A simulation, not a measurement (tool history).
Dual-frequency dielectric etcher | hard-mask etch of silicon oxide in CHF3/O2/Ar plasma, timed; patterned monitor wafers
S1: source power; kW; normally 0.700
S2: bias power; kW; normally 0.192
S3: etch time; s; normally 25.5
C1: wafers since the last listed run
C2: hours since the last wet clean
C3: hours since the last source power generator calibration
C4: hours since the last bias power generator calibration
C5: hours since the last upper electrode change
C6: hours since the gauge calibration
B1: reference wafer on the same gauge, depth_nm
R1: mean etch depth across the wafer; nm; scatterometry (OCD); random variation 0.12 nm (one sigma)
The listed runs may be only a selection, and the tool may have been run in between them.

| run | hour | S1 | S2 | S3 | C1 | C2 | C3 | C4 | C5 | C6 | B1 | R1 |
|---|---|---|---|---|---|---|---|---|---|---|---|---|
| 1 | 0.0 | 0.700 | 0.192 | 25.5 | 0 | 44.6 | 1551.5 | 1894.5 | 4198.0 | 234.9 | 55.1 | 55.7 |
| 2 | 27.8 | 0.700 | 0.192 | 25.5 | 281 | 72.4 | 1579.3 | 1922.3 | 4225.8 | 262.7 | 55.1 | 55.6 |
| 3 | 43.1 | 0.700 | 0.192 | 25.5 | 155 | 87.7 | 1594.6 | 1937.6 | 4241.1 | 278.0 | 55.1 | 55.5 |
| 4 | 73.3 | 0.700 | 0.192 | 25.5 | 306 | 117.9 | 1624.8 | 1967.8 | 4271.3 | 308.2 | 55.1 | 55.6 |
| 5 | 101.7 | 0.700 | 0.192 | 30.0 | 288 | 146.3 | 1653.2 | 1996.2 | 4299.7 | 336.6 | 55.1 | 65.4 |
| 6 | 128.5 | 0.700 | 0.192 | 30.0 | 271 | 173.1 | 1680.0 | 2023.0 | 4326.5 | 363.4 | 55.1 | 65.5 |
| 7 | 156.2 | 0.740 | 0.192 | 25.5 | 280 | 200.8 | 1707.7 | 2050.7 | 4354.2 | 391.1 | 55.1 | 56.6 |
| 8 | 184.8 | 0.740 | 0.192 | 25.5 | 290 | 229.4 | 1736.3 | 2079.3 | 4382.8 | 419.7 | 55.1 | 56.7 |
| 9 | 201.6 | 0.700 | 0.192 | 25.5 | 170 | 246.2 | 1753.1 | 2096.1 | 4399.6 | 436.5 | 55.1 | 55.2 |
|  | 254.7 | upper electrode replaced |
| 10 | 255.2 | 0.700 | 0.192 | 25.5 | 300 | 299.8 | 1806.7 | 2149.7 | 0.5 | 490.1 | 55.1 | 55.6 |
| 11 | 261.6 | 0.700 | 0.192 | 31.0 | 64 | 306.2 | 1813.1 | 2156.1 | 6.9 | 496.5 | 55.1 | 67.2 |
| 12 | 283.0 | 0.700 | 0.192 | 31.0 | 217 | 327.6 | 1834.5 | 2177.5 | 28.3 | 517.9 | 55.0 | 67.3 |
| 13 | 318.8 | 0.700 | 0.192 | 31.0 | 363 | 363.4 | 1870.3 | 2213.3 | 64.1 | 553.7 | 55.1 | 67.6 |
|  | 346.2 | gauge calibrated |
| 14 | 351.3 | 0.760 | 0.216 | 25.5 | 329 | 395.9 | 1902.8 | 2245.8 | 96.6 | 5.1 | 55.1 | 59.8 |
|  | 396.3 | source power generator calibrated |
| 15 | 411.0 | 0.700 | 0.192 | 25.5 | 564 | 455.6 | 14.7 | 2305.5 | 156.3 | 64.8 | 55.1 | 56.3 |
|  | 462.0 | bias power generator calibrated |
| 16 | 481.7 | 0.590 | 0.224 | 21.0 | 676 | 526.3 | 85.4 | 19.7 | 227.0 | 135.5 | 55.1 | 46.6 |
|  | 510.7 | wet clean of the chamber |
| 17 | 516.1 | 0.700 | 0.228 | 25.5 | 105 | 5.4 | 119.8 | 54.1 | 261.4 | 169.9 | 55.1 | 60.3 |
| 18 | 544.3 | 0.700 | 0.217 | 18.5 | 285 | 33.6 | 148.0 | 82.3 | 289.6 | 198.1 | 55.1 | 42.8 |
| 19 | 568.0 | 0.880 | 0.161 | 30.5 | 240 | 57.3 | 171.7 | 106.0 | 313.3 | 221.8 | 55.2 | 68.2 |
| 20 | 591.0 | 0.540 | 0.192 | 18.5 | 233 | 80.3 | 194.7 | 129.0 | 336.3 | 244.8 | 55.1 | 37.4 |
| 21 | 603.2 | 0.700 | 0.228 | 25.5 | 123 | 92.5 | 206.9 | 141.2 | 348.5 | 257.0 | 55.0 | 60.3 |
| 22 | 625.9 | 0.700 | 0.192 | 21.5 | 230 | 115.2 | 229.6 | 163.9 | 371.2 | 279.7 | 55.1 | 47.6 |
| 23 | 659.0 | 0.790 | 0.219 | 29.0 | 335 | 148.3 | 262.7 | 197.0 | 404.3 | 312.8 | 55.1 | 70.2 |
| 24 | 683.5 | 0.790 | 0.219 | 29.0 | 248 | 172.8 | 287.2 | 221.5 | 428.8 | 337.3 | 55.1 | 70.3 |
| 25 | 702.7 | 0.700 | 0.192 | 25.5 | 194 | 192.0 | 306.4 | 240.7 | 448.0 | 356.5 | 55.1 | 56.3 |
| 26 | 728.4 | 0.700 | 0.192 | 25.5 | 260 | 217.7 | 332.1 | 266.4 | 473.7 | 382.2 | 55.1 | 56.2 |
| 27 | 747.8 | 0.800 | 0.205 | 31.5 | 196 | 237.1 | 351.5 | 285.8 | 493.1 | 401.6 | 55.1 | 74.7 |

What if the next run were any one of these 3? Each begins from the tool's condition after run 27:
| A | 748.2 | 0.700 | 0.192 | 25.5 | 4 | 237.5 | 351.9 | 286.2 | 493.5 | 402.0 | ? | ? |
| B | 748.2 | 0.800 | 0.145 | 25.5 | 4 | 237.5 | 351.9 | 286.2 | 493.5 | 402.0 | ? | ? |
| C | 748.2 | 0.630 | 0.149 | 18.5 | 4 | 237.5 | 351.9 | 286.2 | 493.5 | 402.0 | ? | ? |

| run | B1 | R1 |
|---|---|---|
| A | 55.1 | 56.4 |
| B | 55.1 | 52.9 |
| C | 55.1 | 35.7 |
With the hidden condition removed and each run's random variation left untouched, the same runs would have given:
| run | R1 |
|---|---|
| A | 56.4 |
| B | 53.0 |
| C | 35.7 |
